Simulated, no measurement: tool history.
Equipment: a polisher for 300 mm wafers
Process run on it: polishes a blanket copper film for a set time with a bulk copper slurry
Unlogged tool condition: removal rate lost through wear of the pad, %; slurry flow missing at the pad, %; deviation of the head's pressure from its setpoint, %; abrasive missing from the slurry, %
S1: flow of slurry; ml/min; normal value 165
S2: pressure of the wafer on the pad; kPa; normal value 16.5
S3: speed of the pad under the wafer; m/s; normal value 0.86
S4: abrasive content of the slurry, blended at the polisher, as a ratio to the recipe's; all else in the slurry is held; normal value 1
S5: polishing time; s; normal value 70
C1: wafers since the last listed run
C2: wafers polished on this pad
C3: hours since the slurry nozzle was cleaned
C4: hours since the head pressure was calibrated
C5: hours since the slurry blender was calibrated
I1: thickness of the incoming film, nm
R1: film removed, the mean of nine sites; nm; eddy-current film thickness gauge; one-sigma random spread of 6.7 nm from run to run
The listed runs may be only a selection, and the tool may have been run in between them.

{"run": 1, "hour": 0.0, "S1": 165, "S2": 16.5, "S3": 0.86, "S4": 1, "S5": 70, "C1": 0, "C2": 1276, "C3": 383.9, "C4": 126.8, "C5": 80.9, "I1": 3224.7, "R1": 540.3}
{"hour": 11.7, "done": "worn pad replaced by a new one"}
{"run": 2, "hour": 12.2, "S1": 165, "S2": 16.5, "S3": 0.86, "S4": 1, "S5": 70, "C1": 92, "C2": 5, "C3": 396.1, "C4": 139, "C5": 93.1, "I1": 3204, "R1": 537.4}
{"run": 3, "hour": 25.2, "S1": 165, "S2": 16.5, "S3": 0.86, "S4": 1, "S5": 70, "C1": 147, "C2": 152, "C3": 409.1, "C4": 152, "C5": 106.1, "I1": 3173.5, "R1": 546.2}
{"run": 4, "hour": 38.4, "S1": 165, "S2": 16.5, "S3": 0.86, "S4": 1, "S5": 70, "C1": 149, "C2": 302, "C3": 422.3, "C4": 165.2, "C5": 119.3, "I1": 3189.5, "R1": 544.5}
{"run": 5, "hour": 50.2, "S1": 165, "S2": 16.5, "S3": 0.86, "S4": 1, "S5": 70, "C1": 133, "C2": 435, "C3": 434.1, "C4": 177, "C5": 131.1, "I1": 3204.6, "R1": 570.5}
{"run": 6, "hour": 68.2, "S1": 165, "S2": 16.5, "S3": 0.86, "S4": 1, "S5": 70, "C1": 203, "C2": 639, "C3": 452.1, "C4": 195, "C5": 149.1, "I1": 3267.5, "R1": 553.4}
{"run": 7, "hour": 82.8, "S1": 180, "S2": 16.5, "S3": 0.86, "S4": 1, "S5": 70, "C1": 165, "C2": 804, "C3": 466.7, "C4": 209.6, "C5": 163.7, "I1": 3213.3, "R1": 568.8}
{"run": 8, "hour": 97.1, "S1": 180, "S2": 16.5, "S3": 0.86, "S4": 1, "S5": 70, "C1": 161, "C2": 966, "C3": 481, "C4": 223.9, "C5": 178, "I1": 3198.6, "R1": 567.4}
{"run": 9, "hour": 111.7, "S1": 165, "S2": 16.5, "S3": 0.86, "S4": 1, "S5": 70, "C1": 165, "C2": 1131, "C3": 495.6, "C4": 238.5, "C5": 192.6, "I1": 3282.8, "R1": 565.5}
{"run": 10, "hour": 125.4, "S1": 165, "S2": 16.5, "S3": 0.86, "S4": 1, "S5": 70, "C1": 155, "C2": 1286, "C3": 509.3, "C4": 252.2, "C5": 206.3, "I1": 3196.3, "R1": 569.4}
{"hour": 129.9, "done": "worn pad replaced by a new one"}
{"run": 11, "hour": 136.7, "S1": 165, "S2": 16.5, "S3": 1.06, "S4": 1, "S5": 70, "C1": 82, "C2": 77, "C3": 520.6, "C4": 263.5, "C5": 217.6, "I1": 3278.5, "R1": 703.4}
{"run": 12, "hour": 147.8, "S1": 165, "S2": 16.5, "S3": 1.06, "S4": 1, "S5": 70, "C1": 125, "C2": 203, "C3": 531.7, "C4": 274.6, "C5": 228.7, "I1": 3263.2, "R1": 708.7}
{"hour": 149.7, "done": "slurry nozzle cleaned"}
{"run": 13, "hour": 159.9, "S1": 165, "S2": 16.5, "S3": 0.86, "S4": 1, "S5": 70, "C1": 125, "C2": 328, "C3": 10.2, "C4": 286.7, "C5": 240.8, "I1": 3222.1, "R1": 566.6}
{"run": 14, "hour": 173.8, "S1": 165, "S2": 19.3, "S3": 0.86, "S4": 1.2, "S5": 70, "C1": 157, "C2": 485, "C3": 24.1, "C4": 300.6, "C5": 254.7, "I1": 3242.8, "R1": 700.5}
{"run": 15, "hour": 183.6, "S1": 190, "S2": 16.5, "S3": 0.86, "S4": 0.75, "S5": 47, "C1": 110, "C2": 596, "C3": 33.9, "C4": 310.4, "C5": 264.5, "I1": 3281.6, "R1": 375.8}
{"hour": 198.5, "done": "head pressure recalibrated"}
{"run": 16, "hour": 199.7, "S1": 165, "S2": 16.5, "S3": 0.86, "S4": 1, "S5": 79, "C1": 159, "C2": 756, "C3": 50, "C4": 1.2, "C5": 280.6, "I1": 3162.7, "R1": 592.8}
{"run": 17, "hour": 209.5, "S1": 115, "S2": 16.5, "S3": 0.86, "S4": 1.15, "S5": 70, "C1": 110, "C2": 867, "C3": 59.8, "C4": 11, "C5": 290.4, "I1": 3173.8, "R1": 504.7}
{"run": 18, "hour": 221.1, "S1": 210, "S2": 16.5, "S3": 0.86, "S4": 0.7, "S5": 70, "C1": 131, "C2": 998, "C3": 71.4, "C4": 22.6, "C5": 302, "I1": 3218.9, "R1": 489.4}
{"run": 19, "hour": 228.9, "S1": 130, "S2": 16.5, "S3": 1.04, "S4": 1.15, "S5": 51, "C1": 88, "C2": 1086, "C3": 79.2, "C4": 30.4, "C5": 309.8, "I1": 3254.8, "R1": 454.7}
{"run": 20, "hour": 235.9, "S1": 165, "S2": 16.5, "S3": 0.58, "S4": 1, "S5": 78, "C1": 79, "C2": 1165, "C3": 86.2, "C4": 37.4, "C5": 316.8, "I1": 3276.3, "R1": 400.5}
{"run": 21, "hour": 246.3, "S1": 165, "S2": 16.5, "S3": 0.86, "S4": 1, "S5": 70, "C1": 117, "C2": 1283, "C3": 96.6, "C4": 47.8, "C5": 327.2, "I1": 3211.2, "R1": 534.8}
{"hour": 254.5, "done": "worn pad replaced by a new one"}
{"hour": 254.9, "done": "slurry blender recalibrated"}
{"run": 22, "hour": 255.4, "S1": 215, "S2": 16.5, "S3": 0.72, "S4": 1, "S5": 58, "C1": 52, "C2": 5, "C3": 105.7, "C4": 56.9, "C5": 0.5, "I1": 3254.7, "R1": 390.1}
{"run": 23, "hour": 264.3, "S1": 165, "S2": 16.5, "S3": 0.86, "S4": 1, "S5": 70, "C1": 100, "C2": 106, "C3": 114.6, "C4": 65.8, "C5": 9.4, "I1": 3225.3, "R1": 534.5}
{"run": 24, "hour": 282.1, "S1": 135, "S2": 12.4, "S3": 0.86, "S4": 1, "S5": 70, "C1": 201, "C2": 307, "C3": 132.4, "C4": 83.6, "C5": 27.2, "I1": 3203.4, "R1": 386.2}
{"run": 25, "hour": 288.3, "S1": 165, "S2": 20, "S3": 0.86, "S4": 1, "S5": 70, "C1": 70, "C2": 377, "C3": 138.6, "C4": 89.8, "C5": 33.4, "I1": 3227.8, "R1": 636.1}
{"run": 26, "hour": 298.6, "S1": 165, "S2": 13.1, "S3": 0.86, "S4": 1, "S5": 70, "C1": 116, "C2": 494, "C3": 148.9, "C4": 100.1, "C5": 43.7, "I1": 3227.7, "R1": 421.9}
{"run": 27, "hour": 309.6, "S1": 165, "S2": 16.5, "S3": 0.86, "S4": 0.75, "S5": 70, "C1": 124, "C2": 618, "C3": 159.9, "C4": 111.1, "C5": 54.7, "I1": 3200.7, "R1": 506.3}
{"run": 28, "hour": 322.8, "S1": 165, "S2": 16.5, "S3": 0.86, "S4": 1, "S5": 70, "C1": 149, "C2": 768, "C3": 173.1, "C4": 124.3, "C5": 67.9, "I1": 3189.6, "R1": 541.4}

Consider 5 possible next runs. They are alternatives, not a sequence: every one starts from the tool as it was left by run 28. What does each give?
{"run": "A", "hour": 323.2, "S1": 135, "S2": 16.5, "S3": 0.86, "S4": 1, "S5": 70, "C1": 4, "C2": 772, "C3": 173.5, "C4": 124.7, "C5": 68.3, "I1": 3189, "R1": "?"}
{"run": "B", "hour": 323.2, "S1": 165, "S2": 16.5, "S3": 0.56, "S4": 1, "S5": 70, "C1": 4, "C2": 772, "C3": 173.5, "C4": 124.7, "C5": 68.3, "I1": 3189, "R1": "?"}
{"run": "C", "hour": 323.2, "S1": 165, "S2": 18.6, "S3": 0.86, "S4": 1, "S5": 70, "C1": 4, "C2": 772, "C3": 173.5, "C4": 124.7, "C5": 68.3, "I1": 3189, "R1": "?"}
{"run": "D", "hour": 323.2, "S1": 165, "S2": 16.5, "S3": 0.7, "S4": 1, "S5": 70, "C1": 4, "C2": 772, "C3": 173.5, "C4": 124.7, "C5": 68.3, "I1": 3189, "R1": "?"}
{"run": "E", "hour": 323.2, "S1": 165, "S2": 21.4, "S3": 0.72, "S4": 1, "S5": 70, "C1": 4, "C2": 772, "C3": 173.5, "C4": 124.7, "C5": 68.3, "I1": 3189, "R1": "?"}

run=A R1=515.1
run=B R1=348.9
run=C R1=602.8
run=D R1=436.1
run=E R1=579.4
Without the tool's unlogged condition, the same runs would have read:
run=A R1=509.9
run=B R1=345.3
run=C R1=596.6
run=D R1=431.7
run=E R1=573.5

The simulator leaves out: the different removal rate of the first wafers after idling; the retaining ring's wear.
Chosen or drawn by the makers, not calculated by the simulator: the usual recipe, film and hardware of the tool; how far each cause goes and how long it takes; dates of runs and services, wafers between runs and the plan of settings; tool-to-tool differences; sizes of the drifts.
